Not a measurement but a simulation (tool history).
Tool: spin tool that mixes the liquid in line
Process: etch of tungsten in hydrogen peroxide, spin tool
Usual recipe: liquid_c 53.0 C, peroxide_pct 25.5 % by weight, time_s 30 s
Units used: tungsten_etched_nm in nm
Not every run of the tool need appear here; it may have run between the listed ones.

run,hour,liquid_c,peroxide_pct,time_s,wafers since the last listed run,hours since the thermometer was replaced,hours since the peroxide flow meter was replaced,hours since the heated supply line was repaired,hours since the drum of peroxide was connected,hours since the gauge calibration,"read-back film thickness of the tungsten reference wafer, read on the same gauge (nm)",tungsten_etched_nm
1,0.0,53.0,19.5,30,0,1107.5,1220.6,3616.0,566.3,840.6,90.01,100.81
2,31.4,53.0,25.5,30,521,1138.9,1252.0,3647.4,597.7,872.0,90.00,114.19
# hour 36.7: new drum of peroxide connected
3,68.8,53.0,25.5,30,604,1176.3,1289.4,3684.8,32.1,909.4,89.98,115.32
4,93.4,53.0,25.5,30,408,1200.9,1314.0,3709.4,56.7,934.0,89.97,115.04
# hour 104.3: thermometer replaced
5,127.9,53.0,25.5,30,556,23.6,1348.5,3743.9,91.2,968.5,89.99,114.68
6,173.7,50.0,25.5,25,760,69.4,1394.3,3789.7,137.0,1014.3,90.01,79.67
7,240.0,50.0,25.5,25,1101,135.7,1460.6,3856.0,203.3,1080.6,90.00,80.35
8,273.3,50.0,25.5,25,553,169.0,1493.9,3889.3,236.6,1113.9,89.99,80.19
9,338.2,53.0,25.5,40,1078,233.9,1558.8,3954.2,301.5,1178.8,90.03,154.94
10,404.3,53.0,25.5,40,1097,300.0,1624.9,4020.3,367.6,1244.9,90.01,152.63
# hour 465.2: gauge calibrated
11,468.1,53.0,25.5,40,1059,363.8,1688.7,4084.1,431.4,2.9,90.01,152.64
12,512.5,53.0,25.5,30,737,408.2,1733.1,4128.5,475.8,47.3,89.99,115.79
13,545.9,50.5,25.5,30,554,441.6,1766.5,4161.9,509.2,80.7,89.99,99.32
14,598.5,53.0,25.5,30,873,494.2,1819.1,4214.5,561.8,133.3,90.00,116.29
# hour 645.2: new drum of peroxide connected
# hour 649.9: peroxide flow meter replaced
15,650.4,58.5,28.5,30,828,546.1,0.5,4266.4,5.2,185.2,90.00,168.10
16,714.4,53.0,25.5,20,1063,610.1,64.5,4330.4,69.2,249.2,90.03,76.98
17,777.5,53.0,25.5,30,1048,673.2,127.6,4393.5,132.3,312.3,89.99,114.59
18,810.0,46.0,30.0,30,539,705.7,160.1,4426.0,164.8,344.8,89.99,80.62
# hour 824.9: heated supply line repaired
19,876.4,53.0,30.0,15,1086,772.1,226.5,51.5,231.2,411.2,90.03,62.67
20,932.8,53.0,19.5,15,936,828.5,282.9,107.9,287.6,467.6,90.01,50.20
21,957.6,53.0,30.0,30,411,853.3,307.7,132.7,312.4,492.4,90.01,124.91
22,1014.6,43.5,30.0,35,946,910.3,364.7,189.7,369.4,549.4,90.01,81.16
23,1062.0,53.0,25.5,30,787,957.7,412.1,237.1,416.8,596.8,90.00,115.43
# hour 1099.3: thermometer replaced
24,1240.8,62.5,25.5,35,2953,141.5,590.9,415.9,595.6,775.6,89.99,233.74
# hour 1372.6: new drum of peroxide connected
25,1411.4,61.5,25.5,30,2817,312.1,761.5,586.5,38.8,946.2,90.00,191.80
26,1467.5,59.5,22.0,45,931,368.2,817.6,642.6,94.9,1002.3,90.04,236.42

Consider 4 possible next runs. They are alternatives, not a sequence: every one starts from the tool as it was left by run 26. What does each give?
A,1467.9,53.0,25.5,30,6,368.6,818.0,643.0,95.3,1002.7,?,?
B,1467.9,47.0,30.0,25,6,368.6,818.0,643.0,95.3,1002.7,?,?
C,1467.9,47.5,28.0,30,6,368.6,818.0,643.0,95.3,1002.7,?,?
D,1467.9,53.0,18.5,35,6,368.6,818.0,643.0,95.3,1002.7,?,?

run,"read-back film thickness of the tungsten reference wafer, read on the same gauge (nm)",tungsten_etched_nm
A,90.00,115.36
B,90.00,72.26
C,90.00,86.41
D,90.00,114.63
Without the tool's hidden state the same runs would have given:
run,tungsten_etched_nm
A,115.36
B,72.26
C,86.41
D,114.63
